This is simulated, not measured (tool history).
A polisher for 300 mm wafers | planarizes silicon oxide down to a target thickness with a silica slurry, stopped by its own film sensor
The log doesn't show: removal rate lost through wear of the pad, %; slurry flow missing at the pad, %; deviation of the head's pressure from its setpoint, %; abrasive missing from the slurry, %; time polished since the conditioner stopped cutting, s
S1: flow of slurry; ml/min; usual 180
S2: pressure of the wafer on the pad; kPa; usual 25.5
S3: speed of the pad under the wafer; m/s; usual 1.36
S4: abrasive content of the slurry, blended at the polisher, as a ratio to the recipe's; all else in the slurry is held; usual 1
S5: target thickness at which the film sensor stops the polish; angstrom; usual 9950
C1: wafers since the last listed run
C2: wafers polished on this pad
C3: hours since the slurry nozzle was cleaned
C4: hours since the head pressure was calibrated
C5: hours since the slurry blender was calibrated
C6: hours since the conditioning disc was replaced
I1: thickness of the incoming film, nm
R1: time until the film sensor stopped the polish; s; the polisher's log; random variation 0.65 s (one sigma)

run	day	S1	S2	S3	S4	S5	C1	C2	C3	C4	C5	C6	I1	R1
1	0	180	18.6	1.36	1	9950	0	148	462.8	356.1	2.6	331.8	1257	97
2	1.042	180	25.5	1.36	1	9950	136	284	487.8	381.1	27.6	356.8	1273.8	75.1
3	1.858	180	25.5	1.36	1	9950	106	391	507.4	400.7	47.2	376.4	1248.1	67.9
4	2.95	180	25.5	1.36	1	9950	142	534	533.6	426.9	73.4	402.6	1257.6	71.5
# day 3.338: conditioning disc replaced and pad reconditioned
5	3.9	180	25.5	1.36	1	9950	113	647	556.4	449.7	96.2	13.5	1270.1	75.6
6	5.088	180	25.5	1.36	1	9950	155	802	584.9	478.2	124.7	42	1263.8	76
# day 6.138: worn pad replaced by a new one
7	6.421	180	25.5	1.36	1	9950	152	36	616.9	510.2	156.7	74	1252.1	67.2
8	7.738	180	25.5	1.36	1	9950	172	208	648.5	541.8	188.3	105.6	1267.8	73
# day 9.842: slurry blender recalibrated
9	10.196	180	25.5	1.36	1	9950	310	519	707.5	600.8	8.5	164.6	1259.9	72.7
10	11.25	180	32.4	1.36	1	9340	137	657	732.8	626.1	33.8	189.9	1234.2	66.8
11	12.592	180	25.5	1.36	1	9950	175	832	765	658.3	66	222.1	1248.8	71.1
12	13.883	160	25.5	1.84	1.2	9950	168	1001	796	689.3	97	253.1	1244.3	53.2
13	15.058	230	21.4	1.82	1	9950	153	1154	824.2	717.5	125.2	281.3	1245.4	66.7
# day 15.496: worn pad replaced by a new one
14	15.979	155	25.5	1.36	1	9950	98	63	846.3	739.6	147.3	303.4	1257.4	70.7
# day 17.329: slurry nozzle cleaned
15	17.425	180	25.5	0.94	1	9950	183	246	2.3	774.3	182	338.1	1247.9	91.7
16	18.096	240	16.5	0.92	0.75	9950	87	334	18.4	790.4	198.1	354.2	1250.2	155.6
# day 18.875: conditioning disc replaced and pad reconditioned
# day 19.671: head pressure recalibrated
# day 21.229: slurry blender recalibrated
17	21.738	180	25.5	1.36	1	10230	443	777	105.8	49.6	12.2	68.7	1257.3	65.5
18	22.438	180	29.6	1.36	1.25	9950	91	869	122.6	66.4	29	85.5	1258.5	58.9
# day 23.421: worn pad replaced by a new one
19	23.679	180	25.5	1.36	1	9950	140	33	152.4	96.2	58.8	115.3	1244.1	65.6
20	24.354	180	33.8	1.36	1.1	9950	88	122	168.6	112.4	75	131.5	1264.6	52.8
21	25.317	180	17.2	1.36	1	9950	125	247	191.7	135.5	98.1	154.6	1258.7	105.2
22	25.929	145	25.5	1.14	1.3	9590	80	327	206.4	150.2	112.8	169.3	1248.1	85.5
23	27.096	210	33.8	1.08	1	9950	152	480	234.4	178.2	140.8	197.3	1270.8	67.9
24	27.625	180	25.5	1.36	1	10270	69	549	247.1	190.9	153.5	210	1253.2	63.7
25	28.529	235	25.5	1.36	0.75	9950	118	667	268.8	212.6	175.2	231.7	1270.3	82.4

4 ways to go on from here, each from the tool as it stands after run 25. What would each give?
A	28.55	180	25.5	1.56	1	9950	2	670	269.3	213.1	175.7	232.2	1255.3	?
B	28.55	180	25.5	1.36	1.3	9950	2	670	269.3	213.1	175.7	232.2	1255.3	?
C	28.55	180	25.5	1.36	1	10830	2	670	269.3	213.1	175.7	232.2	1255.3	?
D	28.55	180	29.6	1.36	1	9950	2	670	269.3	213.1	175.7	232.2	1255.3	?

run	R1
A	64.3
B	65.5
C	47.5
D	61.7
Without the tool's hidden state the same runs would have given:
run	R1
A	60.1
B	61.2
C	44.4
D	57.7
